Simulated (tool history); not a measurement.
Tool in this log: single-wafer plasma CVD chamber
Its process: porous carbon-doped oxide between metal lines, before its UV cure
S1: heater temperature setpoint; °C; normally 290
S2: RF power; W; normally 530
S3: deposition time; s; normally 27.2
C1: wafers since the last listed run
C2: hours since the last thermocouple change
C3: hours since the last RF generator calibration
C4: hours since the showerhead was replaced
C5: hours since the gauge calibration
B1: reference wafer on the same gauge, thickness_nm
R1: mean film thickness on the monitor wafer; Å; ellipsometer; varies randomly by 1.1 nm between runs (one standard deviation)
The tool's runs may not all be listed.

run,hour,S1,S2,S3,C1,C2,C3,C4,C5,B1,R1
1,0,286,530,27.2,0,749,38.1,2126.4,1495.3,187.882,1886.03
2,249.2,290,530,29.7,4379,998.2,287.3,2375.6,1744.5,188.179,1968.1
# hour 257.4: thermocouple changed; heater temperature recalibrated
3,316.6,290,530,29.7,1043,59.2,354.7,2443,1811.9,188.047,1982.09
4,379.5,290,530,29.7,1105,122.1,417.6,2505.9,1874.8,187.863,1966.16
5,420.3,290,530,27.2,716,162.9,458.4,2546.7,1915.6,187.96,1826
6,476.1,290,530,27.2,980,218.7,514.2,2602.5,1971.4,188.012,1796.36
7,516.8,290,530,27.2,715,259.4,554.9,2643.2,2012.1,188.348,1813.67
8,593.2,290,530,27.2,1342,335.8,631.3,2719.6,2088.5,187.805,1803.41
9,653.1,290,530,25.7,1052,395.7,691.2,2779.5,2148.4,187.899,1703.83
10,742.3,290,530,25.7,1567,484.9,780.4,2868.7,2237.6,187.884,1689.58
11,819.5,290,530,25.7,1356,562.1,857.6,2945.9,2314.8,187.761,1690.87
12,872.7,290,530,27.2,934,615.3,910.8,2999.1,2368,188.141,1785.46
13,959.9,290,530,27.2,1532,702.5,998,3086.3,2455.2,188.02,1777.49
14,1026.4,295,470,27.2,1168,769,1064.5,3152.8,2521.7,187.733,1634.45
15,1122.2,290,530,29.7,1683,864.8,1160.3,3248.6,2617.5,188.004,1955.12
16,1174.1,280,475,27.2,912,916.7,1212.2,3300.5,2669.4,187.927,1775.68
17,1214.5,290,530,27.2,709,957.1,1252.6,3340.9,2709.8,188.097,1789.72
18,1253.5,290,590,30.6,685,996.1,1291.6,3379.9,2748.8,187.943,2110.73
19,1355.1,290,530,32.6,1785,1097.7,1393.2,3481.5,2850.4,187.94,2124.83
# hour 1413.1: showerhead replaced
20,1434.5,290,435,24.7,1254,1177.1,1472.6,21.4,2929.8,188.018,1465.82
# hour 1450.4: thermocouple changed; heater temperature recalibrated
21,1498,290,530,27.2,975,47.6,1536.1,84.9,2993.3,188.011,1763.48
# hour 1513.7: gauge calibrated
22,1555,290,530,27.2,1001,104.6,1593.1,141.9,41.3,187.811,1770.39
# hour 1660.6: RF generator calibrated
23,1661.6,295,480,27.2,1732,211.2,1,248.5,147.9,187.663,1687.09
24,1711.3,290,530,23,873,260.9,50.7,298.2,197.6,187.854,1542.01
25,1804.9,290,530,27.2,1644,354.5,144.3,391.8,291.2,187.783,1810.32
26,1852.3,290,530,27.2,832,401.9,191.7,439.2,338.6,187.924,1824.9
27,1928.1,284,530,27.2,1331,477.7,267.5,515,414.4,187.676,1866.26
28,2199.9,290,530,27.2,4776,749.5,539.3,786.8,686.2,188.171,1804.1
29,2282.1,290,475,27.2,1444,831.7,621.5,869,768.4,188.18,1699.85
# hour 2569.8: thermocouple changed; heater temperature recalibrated
30,2581,290,565,27.2,5111,11.2,920.4,1167.9,1067.3,188.188,1849.53
31,2687.1,285,560,27.2,1864,117.3,1026.5,1274,1173.4,188.199,1881.67
32,2741,297,625,27.2,947,171.2,1080.4,1327.9,1227.3,188.145,1860.65
33,2804.9,290,530,27.2,1122,235.1,1144.3,1391.8,1291.2,188.012,1806.03

A few steps of R1 between consecutive runs. Split each: what settings, incoming material and random variation would produce without the hidden state, and what is left over for the hidden state, along with gauge scatter present in only one of the two compared results (measured, and without hidden state):
The tool's hidden condition here consists of: wafer temperature above the value expected at the setpoint (K); delivered RF power above the setpoint (%); gauge reads high (%).
Run 14 -> 15: S1 295 -> 290, S2 470 -> 530, S3 27.2 -> 29.7. R1 +320.67 Å: hidden state -9.7, all else +330.37.
Run 17 -> 18: S2 530 -> 590, S3 27.2 -> 30.6. R1 +321.01 Å: hidden state -8.36, all else +329.37.
Run 19 -> 20: S2 530 -> 435, S3 32.6 -> 24.7, showerhead replaced. R1 -659.01 Å: hidden state +10.57, all else -669.58.
Run 22 -> 23: S1 290 -> 295, S2 530 -> 480, RF generator calibrated. R1 -83.3 Å: hidden state +51.52, all else -134.82.
Run 29 -> 30: S2 475 -> 565, thermocouple changed; heater temperature recalibrated. R1 +149.68 Å: hidden state -10.78, all else +160.46.

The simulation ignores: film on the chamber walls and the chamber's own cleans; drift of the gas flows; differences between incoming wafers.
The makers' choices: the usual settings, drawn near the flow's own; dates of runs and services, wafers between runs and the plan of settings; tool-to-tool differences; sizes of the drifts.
